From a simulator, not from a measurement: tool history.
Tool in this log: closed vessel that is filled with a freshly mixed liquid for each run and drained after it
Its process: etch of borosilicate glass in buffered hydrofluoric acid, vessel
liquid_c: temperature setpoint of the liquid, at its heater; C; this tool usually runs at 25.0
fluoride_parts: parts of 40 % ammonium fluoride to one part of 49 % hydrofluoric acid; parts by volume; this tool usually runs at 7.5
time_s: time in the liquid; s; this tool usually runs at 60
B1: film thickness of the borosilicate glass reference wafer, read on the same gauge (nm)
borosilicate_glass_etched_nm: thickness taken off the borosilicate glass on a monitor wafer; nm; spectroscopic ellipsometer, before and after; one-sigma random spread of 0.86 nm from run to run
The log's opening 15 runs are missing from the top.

run 16 hour=1317.2 | liquid_c=21.5 fluoride_parts=7.5 time_s=60 | B1=70.00 | borosilicate_glass_etched_nm=93.87
run 17 hour=1406.4 | liquid_c=20.0 fluoride_parts=7.5 time_s=60 | B1=69.99 | borosilicate_glass_etched_nm=85.32
run 18 hour=1448.0 | liquid_c=22.0 fluoride_parts=7.5 time_s=60 | B1=70.00 | borosilicate_glass_etched_nm=96.60
run 19 hour=1485.9 | liquid_c=22.5 fluoride_parts=5.0 time_s=70 | B1=69.99 | borosilicate_glass_etched_nm=170.18
run 20 hour=1575.8 | liquid_c=29.5 fluoride_parts=7.5 time_s=60 | B1=70.03 | borosilicate_glass_etched_nm=143.97
run 21 hour=1679.0 | liquid_c=25.0 fluoride_parts=7.5 time_s=60 | B1=70.00 | borosilicate_glass_etched_nm=113.37
run 22 hour=1770.8 | liquid_c=20.5 fluoride_parts=6.5 time_s=35 | B1=70.02 | borosilicate_glass_etched_nm=59.82
run 23 hour=1820.3 | liquid_c=21.0 fluoride_parts=7.5 time_s=60 | B1=70.01 | borosilicate_glass_etched_nm=90.76
run 24 hour=1867.5 | liquid_c=28.5 fluoride_parts=9.0 time_s=90 | B1=69.98 | borosilicate_glass_etched_nm=166.88
run 25 hour=1961.4 | liquid_c=25.0 fluoride_parts=7.5 time_s=60 | B1=69.98 | borosilicate_glass_etched_nm=112.87
run 26 hour=2023.5 | liquid_c=21.5 fluoride_parts=9.5 time_s=90 | B1=69.98 | borosilicate_glass_etched_nm=110.56
run 27 hour=2105.4 | liquid_c=25.0 fluoride_parts=9.5 time_s=60 | B1=70.01 | borosilicate_glass_etched_nm=89.25
-- hour=2145.0 thermometer replaced
run 28 hour=2182.7 | liquid_c=28.0 fluoride_parts=10.0 time_s=60 | B1=69.99 | borosilicate_glass_etched_nm=100.63
run 29 hour=2284.7 | liquid_c=25.0 fluoride_parts=6.5 time_s=35 | B1=70.01 | borosilicate_glass_etched_nm=74.96
run 30 hour=2355.1 | liquid_c=25.0 fluoride_parts=7.5 time_s=60 | B1=69.98 | borosilicate_glass_etched_nm=112.33
run 31 hour=2450.6 | liquid_c=25.0 fluoride_parts=7.5 time_s=60 | B1=70.00 | borosilicate_glass_etched_nm=113.18

Each row is a separate what-if for the run after 31, all from the same tool condition, not one after another. Results?
run A hour=2451.3 | liquid_c=25.0 fluoride_parts=5.5 time_s=60 | B1=? | borosilicate_glass_etched_nm=?
run B hour=2451.3 | liquid_c=28.0 fluoride_parts=5.0 time_s=50 | B1=? | borosilicate_glass_etched_nm=?
run C hour=2451.3 | liquid_c=21.0 fluoride_parts=5.5 time_s=30 | B1=? | borosilicate_glass_etched_nm=?
run D hour=2451.3 | liquid_c=25.0 fluoride_parts=6.5 time_s=60 | B1=? | borosilicate_glass_etched_nm=?
run E hour=2451.3 | liquid_c=27.5 fluoride_parts=7.5 time_s=60 | B1=? | borosilicate_glass_etched_nm=?

run=A B1=70.00 borosilicate_glass_etched_nm=152.76
run=B B1=70.00 borosilicate_glass_etched_nm=162.04
run=C B1=70.00 borosilicate_glass_etched_nm=61.73
run=D B1=70.00 borosilicate_glass_etched_nm=131.62
run=E B1=70.00 borosilicate_glass_etched_nm=130.18
Take away the tool's hidden state, keep each run's random variation, and the runs would have read:
run=A borosilicate_glass_etched_nm=152.76
run=B borosilicate_glass_etched_nm=162.04
run=C borosilicate_glass_etched_nm=61.73
run=D borosilicate_glass_etched_nm=131.62
run=E borosilicate_glass_etched_nm=130.18
